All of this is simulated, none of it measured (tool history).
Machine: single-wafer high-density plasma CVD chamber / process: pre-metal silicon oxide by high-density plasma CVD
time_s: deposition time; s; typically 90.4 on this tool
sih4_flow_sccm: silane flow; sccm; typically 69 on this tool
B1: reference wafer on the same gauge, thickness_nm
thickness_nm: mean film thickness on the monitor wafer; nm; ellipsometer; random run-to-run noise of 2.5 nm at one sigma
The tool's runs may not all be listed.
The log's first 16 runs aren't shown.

{"run": 17, "day": 39.488, "time_s": 90.4, "sih4_flow_sccm": 69, "B1": 631.933, "thickness_nm": 571.451}
{"day": 40.35, "done": "gauge calibrated"}
{"run": 18, "day": 41.075, "time_s": 90.4, "sih4_flow_sccm": 69, "B1": 651.948, "thickness_nm": 592.9}
{"run": 19, "day": 42.8, "time_s": 90.4, "sih4_flow_sccm": 69, "B1": 650.548, "thickness_nm": 589.275}
{"run": 20, "day": 43.967, "time_s": 90.4, "sih4_flow_sccm": 69, "B1": 650.639, "thickness_nm": 586.924}
{"run": 21, "day": 45.988, "time_s": 90.4, "sih4_flow_sccm": 69, "B1": 649.247, "thickness_nm": 594.607}
{"run": 22, "day": 54.004, "time_s": 90.4, "sih4_flow_sccm": 69, "B1": 646.323, "thickness_nm": 584.45}
{"run": 23, "day": 55.933, "time_s": 90.4, "sih4_flow_sccm": 69, "B1": 644.158, "thickness_nm": 580.764}
{"run": 24, "day": 58.167, "time_s": 103.4, "sih4_flow_sccm": 75, "B1": 644.51, "thickness_nm": 725.684}
{"run": 25, "day": 61.075, "time_s": 79.9, "sih4_flow_sccm": 73, "B1": 642.959, "thickness_nm": 544.291}
{"run": 26, "day": 64.071, "time_s": 90.4, "sih4_flow_sccm": 59, "B1": 642.152, "thickness_nm": 496.082}
{"run": 27, "day": 65.775, "time_s": 90.4, "sih4_flow_sccm": 69, "B1": 640.83, "thickness_nm": 583.851}

Forecast run 28:
{"run": 28, "day": 68.704, "time_s": 83.1, "sih4_flow_sccm": 62, "B1": "?", "thickness_nm": "?"}

Run 28 measured B1 640.786, thickness_nm 480.294 nm.
With the hidden condition absent and the run-to-run variation left alone, this run would have shown thickness_nm 490.483 nm.
